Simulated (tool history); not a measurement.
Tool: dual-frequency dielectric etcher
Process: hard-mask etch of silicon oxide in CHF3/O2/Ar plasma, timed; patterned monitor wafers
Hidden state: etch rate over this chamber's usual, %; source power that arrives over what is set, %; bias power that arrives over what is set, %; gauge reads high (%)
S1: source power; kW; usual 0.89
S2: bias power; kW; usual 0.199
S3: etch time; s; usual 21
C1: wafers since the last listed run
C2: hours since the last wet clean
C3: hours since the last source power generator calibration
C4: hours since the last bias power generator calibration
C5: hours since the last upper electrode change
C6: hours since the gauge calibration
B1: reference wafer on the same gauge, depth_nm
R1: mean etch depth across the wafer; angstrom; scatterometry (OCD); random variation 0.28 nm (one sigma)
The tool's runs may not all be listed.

run,hour,S1,S2,S3,C1,C2,C3,C4,C5,C6,B1,R1
1,0,0.89,0.199,21,0,17.1,4283.1,2443.5,2676.9,1097.7,51.27,538.1
2,40.4,1.05,0.199,21,608,57.5,4323.5,2483.9,2717.3,1138.1,51.15,560.3
3,79.1,0.89,0.199,21,583,96.2,4362.2,2522.6,2756,1176.8,51.16,537.8
4,106.8,0.89,0.199,21,417,123.9,4389.9,2550.3,2783.7,1204.5,51.21,542.5
# hour 120.3: gauge calibrated
5,163.1,0.89,0.199,21,848,180.2,4446.2,2606.6,2840,42.8,51.23,541.9
6,209.4,0.89,0.199,21,697,226.5,4492.5,2652.9,2886.3,89.1,51.22,544.4
7,248.1,0.89,0.199,21,583,265.2,4531.2,2691.6,2925,127.8,51.22,550.9
8,293.3,0.89,0.199,21,681,310.4,4576.4,2736.8,2970.2,173,51.15,553.9
9,347.4,0.89,0.199,21,815,364.5,4630.5,2790.9,3024.3,227.1,51.31,554.8
10,394.4,0.83,0.216,15.5,708,411.5,4677.5,2837.9,3071.3,274.1,51.12,410.6
11,418.5,0.89,0.186,23,363,435.6,4701.6,2862,3095.4,298.2,51.2,595.1
12,466.1,0.89,0.199,21,717,483.2,4749.2,2909.6,3143,345.8,51.16,561.1
# hour 486.2: bias power generator calibrated
# hour 505.3: upper electrode replaced
13,525.2,0.68,0.227,16,543,542.3,4808.3,39,19.9,404.9,51.13,418.4
14,585.4,0.74,0.236,21,907,602.5,4868.5,99.2,80.1,465.1,51.18,565.3
# hour 661.1: wet clean of the chamber
15,661.6,0.99,0.199,21,786,0.5,4944.7,175.4,156.3,541.3,51.12,553.4
# hour 674.9: source power generator calibrated
16,681.4,0.89,0.199,21,238,20.3,6.5,195.2,176.1,561.1,51.22,537.3
17,790.3,0.89,0.199,23.5,1641,129.2,115.4,304.1,285,670,51,604.3
18,817.4,1.06,0.228,17.5,408,156.3,142.5,331.2,312.1,697.1,51.17,500
19,882.2,1.04,0.199,16,976,221.1,207.3,396,376.9,761.9,51.34,437.5
20,943.6,0.89,0.199,21,925,282.5,268.7,457.4,438.3,823.3,51.12,545.7
21,1015.6,0.68,0.199,26.5,1085,354.5,340.7,529.4,510.3,895.3,51.18,638.1
22,1065.4,0.89,0.199,21,750,404.3,390.5,579.2,560.1,945.1,51.2,551.8
23,1102.2,0.82,0.155,15,554,441.1,427.3,616,596.9,981.9,51.15,353.5
# hour 1164: gauge calibrated
24,1164.6,0.89,0.227,21,940,503.5,489.7,678.4,659.3,0.6,51.23,588.4

Run 25 comes next. What will it give?
25,1193.1,0.89,0.199,16,429,532,518.2,706.9,687.8,29.1,?,?

Run 25 gave B1 51.16, R1 421 angstrom.
Without the tool's hidden state the same run would have given R1 403.5 angstrom.
